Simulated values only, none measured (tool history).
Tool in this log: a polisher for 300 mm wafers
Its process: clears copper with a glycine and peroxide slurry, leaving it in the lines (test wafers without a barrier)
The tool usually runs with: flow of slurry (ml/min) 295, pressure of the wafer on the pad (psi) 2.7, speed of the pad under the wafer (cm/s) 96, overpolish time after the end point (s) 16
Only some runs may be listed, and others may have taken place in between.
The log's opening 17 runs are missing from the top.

run   hour  flow of slurry (ml/min)  pressure of the wafer on the pad (psi)  speed of the pad under the wafer (cm/s)  overpolish time after the end point (s)  incoming thickness of the incoming film, nm  time until the end point was called (s)  dishing of a wide line in a test structure (angstrom)
 18  218.1                      265                                     1.9                                       96                                       16                                        407.3                                    120.5                                                    385
     228.8  -- worn pad replaced by a new one
     247.3  -- slurry nozzle cleaned
 19  266.6                      295                                     2.7                                       96                                       20                                        410.1                                     85.1                                                    638
 20  275.5                      200                                     2.7                                       96                                       25                                        408.2                                     88.0                                                    716
     313.1  -- head pressure recalibrated
 21  313.6                      200                                     2.2                                       80                                       25                                        405.0                                    122.1                                                    570
     324.0  -- worn pad replaced by a new one
 22  324.4                      295                                     2.7                                       96                                       16                                        412.9                                     83.4                                                    539
 23  336.8                      295                                     3.6                                      126                                       16                                        411.8                                     52.1                                                    774
 24  353.5                      295                                     2.7                                       96                                       23                                        413.1                                     85.1                                                    711
 25  370.7                      360                                     2.1                                       96                                       12                                        408.1                                    102.7                                                    336
 26  376.7                      295                                     3.5                                       96                                       11                                        413.1                                     70.1                                                    447
 27  392.4                      295                                     2.7                                       72                                       16                                        411.1                                    107.3                                                    420
 28  405.2                      295                                     1.9                                       84                                       16                                        409.5                                    125.7                                                    346
     424.9  -- worn pad replaced by a new one
 29  425.4                      295                                     3.0                                       96                                       16                                        402.1                                     71.1                                                    596
 30  437.8                      295                                     2.7                                      104                                        7                                        412.4                                     80.7                                                    272
 31  449.2                      325                                     2.7                                       78                                       23                                        406.7                                     93.3                                                    616
 32  464.1                      360                                     3.4                                       80                                       13                                        412.7                                     78.6                                                    483
 33  473.2                      345                                     3.6                                       96                                       26                                        412.6                                     65.1                                                    972
 34  479.2                      295                                     2.4                                       96                                       24                                        404.2                                     94.2                                                    660

The next listed run, before its measurement:
 35  488.0                      295                                     2.7                                       96                                       16                                        417.6                                        ?                                                      ?

time until the end point was called (s): 89.7
dishing of a wide line in a test structure (angstrom): 496
Had the tool carried no hidden state, the very same run would have given time until the end point was called (s) 81.9, dishing of a wide line in a test structure (angstrom) 537.
